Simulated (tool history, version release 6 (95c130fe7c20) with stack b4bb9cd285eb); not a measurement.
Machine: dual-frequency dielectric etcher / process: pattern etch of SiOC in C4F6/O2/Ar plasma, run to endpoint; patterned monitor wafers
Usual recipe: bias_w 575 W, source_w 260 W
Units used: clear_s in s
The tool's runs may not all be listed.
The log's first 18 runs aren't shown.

| run | hour | bias_w | source_w | incoming incoming film thickness, nm | clear_s |
|---|---|---|---|---|---|
| 19 | 964.5 | 512 | 280 | 45.85 | 18.1 |
| 20 | 1013.8 | 479 | 230 | 46.24 | 19.8 |
| 21 | 1069.7 | 461 | 260 | 46.08 | 19.4 |
| 22 | 1140.6 | 514 | 230 | 45.81 | 19 |
| 23 | 1177.4 | 432 | 220 | 45.54 | 20.5 |
| 24 | 1208.4 | 674 | 200 | 46.49 | 18.1 |
| 25 | 1269.4 | 630 | 200 | 46.47 | 18.5 |
| 26 | 1309.3 | 457 | 300 | 46.1 | 18.5 |
| 27 | 1360.5 | 699 | 280 | 45.47 | 15.7 |
| 28 | 1412.3 | 575 | 260 | 45.92 | 17.7 |
|  | 1470 | wet clean of the chamber |
| 29 | 1470.5 | 634 | 290 | 46.13 | 16.4 |
| 30 | 1501.2 | 575 | 260 | 46.62 | 17.9 |
| 31 | 1570.8 | 575 | 290 | 46.43 | 17.2 |
| 32 | 1613 | 442 | 240 | 45.52 | 19.9 |
| 33 | 1667.9 | 575 | 260 | 46.47 | 17.6 |
|  | 1704.8 | source power generator calibrated |
| 34 | 1705.3 | 709 | 230 | 46.11 | 16.7 |
| 35 | 1727.5 | 624 | 290 | 45.97 | 16.4 |

Predict each of these 4 candidate next runs independently; none follows another, all start after run 35:
| A | 1727.9 | 575 | 310 | 46.01 | ? |
| B | 1727.9 | 489 | 290 | 46.01 | ? |
| C | 1727.9 | 709 | 290 | 46.01 | ? |
| D | 1727.9 | 516 | 210 | 46.01 | ? |

| run | clear_s |
|---|---|
| A | 16.6 |
| B | 18.1 |
| C | 15.6 |
| D | 19.4 |
With no hidden state in the tool, these same runs would have given:
| run | clear_s |
|---|---|
| A | 16.9 |
| B | 18.4 |
| C | 15.8 |
| D | 19.8 |

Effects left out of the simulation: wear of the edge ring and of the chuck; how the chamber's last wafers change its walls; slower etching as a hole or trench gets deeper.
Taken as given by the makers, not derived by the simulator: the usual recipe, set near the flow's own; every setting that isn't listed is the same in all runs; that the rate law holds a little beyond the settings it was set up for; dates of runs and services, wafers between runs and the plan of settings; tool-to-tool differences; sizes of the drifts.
